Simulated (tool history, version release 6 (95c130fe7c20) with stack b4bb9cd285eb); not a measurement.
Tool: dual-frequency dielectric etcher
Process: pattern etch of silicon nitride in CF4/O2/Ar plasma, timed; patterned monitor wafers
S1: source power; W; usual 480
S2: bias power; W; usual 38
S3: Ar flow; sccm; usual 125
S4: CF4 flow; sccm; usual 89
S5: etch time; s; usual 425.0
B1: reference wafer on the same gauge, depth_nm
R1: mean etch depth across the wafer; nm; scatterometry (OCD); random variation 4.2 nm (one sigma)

| run | day | S1 | S2 | S3 | S4 | S5 | B1 | R1 |
|---|---|---|---|---|---|---|---|---|
| 1 | 0.000 | 480 | 38 | 125 | 89 | 425.0 | 777.4 | 705.4 |
| 2 | 1.667 | 480 | 38 | 125 | 89 | 425.0 | 776.6 | 694.7 |
| 3 | 4.258 | 480 | 33 | 125 | 70 | 343.0 | 776.9 | 506.0 |
|  | 5.858 | source power generator calibrated |
| 4 | 5.971 | 480 | 38 | 147 | 89 | 425.0 | 776.5 | 674.2 |
|  | 6.600 | bias power generator calibrated |
|  | 7.729 | upper electrode replaced |
|  | 8.475 | wet clean of the chamber |
| 5 | 8.496 | 480 | 38 | 125 | 89 | 425.0 | 777.0 | 698.3 |
|  | 11.188 | gauge calibrated |
| 6 | 12.112 | 440 | 38 | 125 | 89 | 425.0 | 834.0 | 692.3 |
|  | 14.062 | Ar flow controller replaced |
| 7 | 14.292 | 480 | 38 | 125 | 89 | 507.5 | 828.3 | 892.3 |
| 8 | 16.529 | 480 | 38 | 125 | 89 | 513.5 | 825.8 | 891.5 |
| 9 | 18.171 | 480 | 30 | 125 | 89 | 425.0 | 823.3 | 647.6 |
|  | 19.038 | CF4 flow controller replaced |
| 10 | 22.554 | 580 | 38 | 125 | 89 | 425.0 | 814.3 | 871.8 |
| 11 | 26.212 | 480 | 29 | 125 | 103 | 546.5 | 809.4 | 834.0 |
| 12 | 29.142 | 370 | 33 | 125 | 107 | 425.0 | 806.8 | 541.9 |
|  | 33.408 | wet clean of the chamber |
| 13 | 33.429 | 480 | 38 | 148 | 105 | 524.0 | 802.4 | 900.4 |
| 14 | 37.146 | 400 | 38 | 125 | 75 | 425.0 | 800.4 | 593.9 |
| 15 | 39.700 | 480 | 41 | 149 | 99 | 425.0 | 795.7 | 741.2 |
| 16 | 43.242 | 560 | 38 | 125 | 89 | 425.0 | 794.0 | 813.7 |
| 17 | 47.454 | 480 | 38 | 125 | 106 | 524.0 | 792.0 | 909.8 |
| 18 | 51.054 | 480 | 33 | 125 | 70 | 343.0 | 790.9 | 508.1 |
| 19 | 52.700 | 480 | 38 | 125 | 106 | 524.0 | 791.4 | 905.7 |
| 20 | 56.162 | 480 | 38 | 136 | 70 | 425.0 | 788.6 | 670.0 |
| 21 | 58.058 | 360 | 38 | 109 | 89 | 425.0 | 788.6 | 555.2 |
|  | 60.600 | wet clean of the chamber |
| 22 | 61.762 | 480 | 38 | 113 | 89 | 425.0 | 788.1 | 719.3 |

What the log doesn't show, run by run:
etch rate over this chamber's usual, %: 0 in every run
source power that arrives over what is set, %: 0 in every run
bias power that arrives over what is set, %: 0 in every run
Ar flow that arrives over what is set, %: 0 in every run
CF4 flow that arrives over what is set, %: 0 in every run
H1: gauge reads high (%)
| run | H1 |
|---|---|
| 1 | -5.77 |
| 2 | -5.8 |
| 3 | -5.83 |
| 4 | -5.85 |
| 5 | -5.88 |
| 6 | 1.3 |
| 7 | 0.723 |
| 8 | 0.183 |
| 9 | -0.183 |
| 10 | -1.04 |
| 11 | -1.65 |
| 12 | -2.07 |
| 13 | -2.6 |
| 14 | -2.99 |
| 15 | -3.22 |
| 16 | -3.51 |
| 17 | -3.79 |
| 18 | -4 |
| 19 | -4.09 |
| 20 | -4.25 |
| 21 | -4.33 |
| 22 | -4.47 |

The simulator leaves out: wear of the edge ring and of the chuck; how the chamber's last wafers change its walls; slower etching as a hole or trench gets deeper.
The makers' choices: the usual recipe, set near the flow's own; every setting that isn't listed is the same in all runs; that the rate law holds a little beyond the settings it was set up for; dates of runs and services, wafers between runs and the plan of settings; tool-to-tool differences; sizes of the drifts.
